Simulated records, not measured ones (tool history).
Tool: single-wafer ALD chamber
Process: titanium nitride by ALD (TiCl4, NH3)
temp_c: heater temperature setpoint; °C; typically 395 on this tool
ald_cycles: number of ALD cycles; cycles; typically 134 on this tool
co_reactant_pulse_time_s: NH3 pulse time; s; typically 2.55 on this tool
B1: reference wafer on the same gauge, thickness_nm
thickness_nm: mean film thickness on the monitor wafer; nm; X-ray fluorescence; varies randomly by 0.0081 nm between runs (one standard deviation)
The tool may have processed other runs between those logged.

Run 1, hour 0: usual settings; B1 3.03. Result: thickness_nm 3.241 nm.
Run 2, hour 100.8: usual settings but ald_cycles 126 cycles, co_reactant_pulse_time_s 3.06 s; B1 3.029. Result: thickness_nm 3.083 nm.
Run 3, hour 179.2: usual settings but ald_cycles 126 cycles, co_reactant_pulse_time_s 3.06 s; B1 3.03. Result: thickness_nm 3.079 nm.
Run 4, hour 273.4: usual settings but ald_cycles 126 cycles, co_reactant_pulse_time_s 3.06 s; B1 3.029. Result: thickness_nm 3.1 nm.
Run 5, hour 363.4: usual settings; B1 3.03. Result: thickness_nm 3.271 nm.
Run 6, hour 428.7: usual settings; B1 3.03. Result: thickness_nm 3.266 nm.
Run 7, hour 470.4: usual settings; B1 3.031. Result: thickness_nm 3.268 nm.
Run 8, hour 561.6: usual settings but co_reactant_pulse_time_s 2.8 s; B1 3.029. Result: thickness_nm 3.255 nm.
At hour 652.6: gauge calibrated.
At hour 742.5: thermocouple changed; heater temperature recalibrated.
Run 9, hour 866.2: usual settings but co_reactant_pulse_time_s 2.8 s; B1 3.029. Result: thickness_nm 3.266 nm.
Run 10, hour 951.6: usual settings but co_reactant_pulse_time_s 2.8 s; B1 3.032. Result: thickness_nm 3.276 nm.
Run 11, hour 1042.6: usual settings; B1 3.03. Result: thickness_nm 3.255 nm.
At hour 1074.9: showerhead replaced.
Run 12, hour 1113.6: usual settings; B1 3.031. Result: thickness_nm 3.263 nm.
Run 13, hour 1179.3: usual settings; B1 3.03. Result: thickness_nm 3.251 nm.
Run 14, hour 1274.9: usual settings; B1 3.032. Result: thickness_nm 3.263 nm.
Run 15, hour 1318.4: usual settings but temp_c 388 °C, ald_cycles 153 cycles, co_reactant_pulse_time_s 1.77 s; B1 3.031. Result: thickness_nm 3.639 nm.
Run 16, hour 1420.7: usual settings but temp_c 389 °C, ald_cycles 110 cycles, co_reactant_pulse_time_s 3.1 s; B1 3.032. Result: thickness_nm 2.675 nm.
Run 17, hour 1497.5: usual settings but co_reactant_pulse_time_s 3.28 s; B1 3.03. Result: thickness_nm 3.286 nm.

What will run 18 give?
Run 18, hour 1578.9: usual settings but ald_cycles 126 cycles, co_reactant_pulse_time_s 3.06 s; B1 ?. Result: thickness_nm ?.

For run 18 the tool returned B1 3.031, thickness_nm 3.08 nm.
Had the tool carried no hidden state, the very same run would have given thickness_nm 3.08 nm.
